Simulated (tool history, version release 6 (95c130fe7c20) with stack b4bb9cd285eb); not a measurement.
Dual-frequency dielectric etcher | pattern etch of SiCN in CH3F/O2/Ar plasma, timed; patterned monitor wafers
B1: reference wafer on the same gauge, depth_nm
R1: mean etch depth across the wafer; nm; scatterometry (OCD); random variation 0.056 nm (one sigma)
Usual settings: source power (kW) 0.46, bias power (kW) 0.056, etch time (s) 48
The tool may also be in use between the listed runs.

{"run": 1, "hour": 0.0, "source power (kW)": 0.44, "bias power (kW)": 0.053, "etch time (s)": 48, "B1": 20.08, "R1": 16.39}
{"run": 2, "hour": 55.9, "source power (kW)": 0.44, "bias power (kW)": 0.053, "etch time (s)": 48, "B1": 20.07, "R1": 16.37}
{"run": 3, "hour": 151.6, "source power (kW)": 0.46, "bias power (kW)": 0.056, "etch time (s)": 48, "B1": 20.06, "R1": 17.16}
{"run": 4, "hour": 192.0, "source power (kW)": 0.46, "bias power (kW)": 0.056, "etch time (s)": 48, "B1": 20.04, "R1": 17.17}
{"run": 5, "hour": 242.1, "source power (kW)": 0.46, "bias power (kW)": 0.056, "etch time (s)": 48, "B1": 20, "R1": 17.04}
{"run": 6, "hour": 291.9, "source power (kW)": 0.37, "bias power (kW)": 0.056, "etch time (s)": 48, "B1": 19.99, "R1": 14.83}
{"run": 7, "hour": 345.4, "source power (kW)": 0.37, "bias power (kW)": 0.056, "etch time (s)": 48, "B1": 19.98, "R1": 14.83}
{"run": 8, "hour": 386.9, "source power (kW)": 0.46, "bias power (kW)": 0.056, "etch time (s)": 48, "B1": 19.95, "R1": 17.03}
{"run": 9, "hour": 471.5, "source power (kW)": 0.49, "bias power (kW)": 0.065, "etch time (s)": 48, "B1": 19.91, "R1": 18.75}
{"run": 10, "hour": 509.2, "source power (kW)": 0.38, "bias power (kW)": 0.056, "etch time (s)": 48, "B1": 19.91, "R1": 15.02}
{"run": 11, "hour": 559.3, "source power (kW)": 0.46, "bias power (kW)": 0.056, "etch time (s)": 48, "B1": 19.89, "R1": 16.91}
{"run": 12, "hour": 613.2, "source power (kW)": 0.43, "bias power (kW)": 0.056, "etch time (s)": 48, "B1": 19.85, "R1": 16.22}
{"run": 13, "hour": 675.1, "source power (kW)": 0.4, "bias power (kW)": 0.067, "etch time (s)": 62, "B1": 19.82, "R1": 21.41}
{"run": 14, "hour": 759.2, "source power (kW)": 0.57, "bias power (kW)": 0.067, "etch time (s)": 35.5, "B1": 19.75, "R1": 15.1}
{"run": 15, "hour": 796.9, "source power (kW)": 0.41, "bias power (kW)": 0.056, "etch time (s)": 39, "B1": 19.74, "R1": 12.74}
{"run": 16, "hour": 869.1, "source power (kW)": 0.56, "bias power (kW)": 0.05, "etch time (s)": 61, "B1": 20.23, "R1": 23.54}
{"run": 17, "hour": 949.4, "source power (kW)": 0.56, "bias power (kW)": 0.042, "etch time (s)": 39.5, "B1": 20.23, "R1": 14.42}
{"run": 18, "hour": 1030.5, "source power (kW)": 0.46, "bias power (kW)": 0.056, "etch time (s)": 37.5, "B1": 20.2, "R1": 13.53}
{"run": 19, "hour": 1113.3, "source power (kW)": 0.46, "bias power (kW)": 0.056, "etch time (s)": 59, "B1": 20.23, "R1": 21.31}
{"run": 20, "hour": 1185.6, "source power (kW)": 0.46, "bias power (kW)": 0.056, "etch time (s)": 48, "B1": 20.24, "R1": 17.25}
{"run": 21, "hour": 1270.2, "source power (kW)": 0.53, "bias power (kW)": 0.064, "etch time (s)": 42.5, "B1": 20.19, "R1": 17.51}
{"run": 22, "hour": 1353.1, "source power (kW)": 0.37, "bias power (kW)": 0.067, "etch time (s)": 43, "B1": 20.16, "R1": 14.32}
{"run": 23, "hour": 1405.6, "source power (kW)": 0.43, "bias power (kW)": 0.044, "etch time (s)": 44, "B1": 20.19, "R1": 13.89}
{"run": 24, "hour": 1445.1, "source power (kW)": 0.46, "bias power (kW)": 0.056, "etch time (s)": 48, "B1": 20.2, "R1": 17.28}
{"run": 25, "hour": 1507.3, "source power (kW)": 0.46, "bias power (kW)": 0.051, "etch time (s)": 37.5, "B1": 20.14, "R1": 13.05}
{"run": 26, "hour": 1614.2, "source power (kW)": 0.46, "bias power (kW)": 0.063, "etch time (s)": 52, "B1": 20.14, "R1": 19.57}
{"run": 27, "hour": 1691.4, "source power (kW)": 0.46, "bias power (kW)": 0.056, "etch time (s)": 48, "B1": 20.09, "R1": 17.26}
{"run": 28, "hour": 1798.9, "source power (kW)": 0.46, "bias power (kW)": 0.06, "etch time (s)": 48, "B1": 20.11, "R1": 17.63}
{"run": 29, "hour": 1836.7, "source power (kW)": 0.46, "bias power (kW)": 0.056, "etch time (s)": 48, "B1": 20.04, "R1": 17.18}

Taken out of this log: 7 entries between the listed runs. Where each belongs, and how the hidden state differs across it:
Between runs 6 and 7: upper electrode replaced (hour 333.4); bias power generator calibrated (hour 336.2)
  gauge reads high (%): -1.02 -> -1.13
  measured less the result without the state, R1: -0.16 -> -0.16 nm
Between runs 7 and 8: wet clean of the chamber (hour 379.8)
  gauge reads high (%): -1.13 -> -1.22
  measured less the result without the state, R1: -0.16 -> -0.21 nm
Between runs 15 and 16: gauge calibrated (hour 827.1)
  gauge reads high (%): -2.26 -> 0.203
  measured less the result without the state, R1: -0.3 -> +0.05 nm
Between runs 17 and 18: source power generator calibrated (hour 959); wet clean of the chamber (hour 994.8)
  gauge reads high (%): 0.191 -> 0.168
  measured less the result without the state, R1: +0.03 -> +0.03 nm
Between runs 25 and 26: wet clean of the chamber (hour 1599.5)
  gauge reads high (%): -0.208 -> -0.348
  measured less the result without the state, R1: -0.03 -> -0.07 nm

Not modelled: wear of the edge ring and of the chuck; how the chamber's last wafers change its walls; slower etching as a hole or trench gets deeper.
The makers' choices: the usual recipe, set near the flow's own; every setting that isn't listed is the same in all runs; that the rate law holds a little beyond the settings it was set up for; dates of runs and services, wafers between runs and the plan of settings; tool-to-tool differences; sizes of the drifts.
